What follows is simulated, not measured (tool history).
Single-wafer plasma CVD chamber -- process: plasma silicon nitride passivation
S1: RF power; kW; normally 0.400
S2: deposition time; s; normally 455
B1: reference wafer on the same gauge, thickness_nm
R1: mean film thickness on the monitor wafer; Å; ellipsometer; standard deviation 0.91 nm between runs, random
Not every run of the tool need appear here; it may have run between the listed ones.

run,hour,S1,S2,B1,R1
1,0.0,0.400,455,675.357,5914.87
2,9.7,0.400,455,674.534,5900.45
3,22.1,0.400,513,675.537,6661.11
4,31.2,0.400,455,675.283,5900.29
5,42.4,0.400,455,675.196,5907.80
6,52.3,0.400,455,675.061,5915.88
7,68.8,0.355,455,675.088,5744.55
8,77.7,0.355,455,675.331,5729.49
# hour 91.6: RF generator calibrated
9,92.1,0.355,455,675.089,5876.93
10,99.3,0.400,455,675.288,6039.60
11,105.3,0.400,455,675.148,6054.31
12,111.5,0.400,455,675.106,6041.96
13,120.1,0.400,455,675.215,6032.71
14,130.5,0.400,455,675.612,6036.39
15,147.5,0.400,455,674.844,6022.01
# hour 162.8: showerhead replaced
16,163.3,0.470,541,675.189,7460.89
17,174.3,0.345,421,674.758,5362.65
18,191.4,0.335,391,674.975,4959.78
19,199.1,0.380,402,675.116,5259.96
20,205.9,0.355,455,674.947,5834.87
21,215.6,0.425,491,674.969,6583.17
# hour 220.6: gauge calibrated
22,228.8,0.460,455,674.859,6229.60
23,241.5,0.420,524,674.439,6996.94
24,251.4,0.475,491,674.875,6772.46
25,258.9,0.400,455,675.082,5990.34
26,272.5,0.425,399,674.545,5336.88
27,285.7,0.440,455,675.347,6147.48

The logged runs with the hidden state left out (each run's random variation unchanged):
Hidden state present: delivered RF power above the setpoint (%); gauge reads high (%).
run,R1
1,6063.98
2,6049.42
3,6829.61
4,6049.74
5,6057.69
6,6066.18
7,5890.82
8,5875.54
9,5881.54
10,6047.04
11,6064.00
12,6053.88
13,6047.68
14,6054.96
15,6046.20
16,7497.08
17,5391.65
18,4990.75
19,5294.71
20,5875.26
21,6631.62
22,6279.04
23,7056.20
24,6832.56
25,6045.28
26,5388.62
27,6210.10
